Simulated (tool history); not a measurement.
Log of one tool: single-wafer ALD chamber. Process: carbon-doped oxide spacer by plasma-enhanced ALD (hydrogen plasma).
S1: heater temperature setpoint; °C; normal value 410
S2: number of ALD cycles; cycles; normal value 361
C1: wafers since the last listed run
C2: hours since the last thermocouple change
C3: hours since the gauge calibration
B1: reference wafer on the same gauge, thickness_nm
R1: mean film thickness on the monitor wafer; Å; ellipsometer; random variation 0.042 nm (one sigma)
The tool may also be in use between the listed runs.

| run | day | S1 | S2 | C1 | C2 | C3 | B1 | R1 |
|---|---|---|---|---|---|---|---|---|
| 1 | 0 | 410 | 361 | 0 | 2316.6 | 201.7 | 18.106 | 167 |
| 2 | 1.629 | 410 | 361 | 58 | 2355.7 | 240.8 | 18.103 | 168.14 |
| 3 | 4.383 | 410 | 361 | 98 | 2421.8 | 306.9 | 18.108 | 167.34 |
| 4 | 5.496 | 399 | 361 | 39 | 2448.5 | 333.6 | 18.092 | 172.77 |
| 5 | 7.812 | 399 | 361 | 82 | 2504.1 | 389.2 | 18.102 | 172.7 |
| 6 | 9.829 | 410 | 361 | 71 | 2552.5 | 437.6 | 18.091 | 167.45 |
| 7 | 11.125 | 410 | 361 | 46 | 2583.6 | 468.7 | 18.098 | 168.45 |
| 8 | 12.154 | 410 | 361 | 36 | 2608.3 | 493.4 | 18.098 | 167.77 |
| 9 | 13.296 | 418 | 361 | 40 | 2635.7 | 520.8 | 18.091 | 165.09 |
| 10 | 16.042 | 418 | 361 | 97 | 2701.6 | 586.7 | 18.09 | 164.16 |
|  | 16.867 | thermocouple changed; heater temperature recalibrated |
| 11 | 17.771 | 414 | 361 | 49 | 21.7 | 628.2 | 18.092 | 166.43 |
| 12 | 19.762 | 410 | 328 | 70 | 69.5 | 676 | 18.097 | 152.75 |
| 13 | 21.942 | 402 | 361 | 77 | 121.8 | 728.3 | 18.097 | 171.75 |
|  | 25.554 | gauge calibrated |
| 14 | 30.708 | 410 | 361 | 312 | 332.2 | 123.7 | 18.099 | 167.86 |
| 15 | 32.646 | 399 | 361 | 69 | 378.7 | 170.2 | 18.098 | 172.68 |

Run 16 has not been measured yet. What should we expect?
| 16 | 34.8 | 410 | 361 | 76 | 430.4 | 221.9 | ? | ? |

B1: 18.111
R1: 167.75 Å
Minus the tool's unlogged condition, the same run would have read R1 167.75 Å.
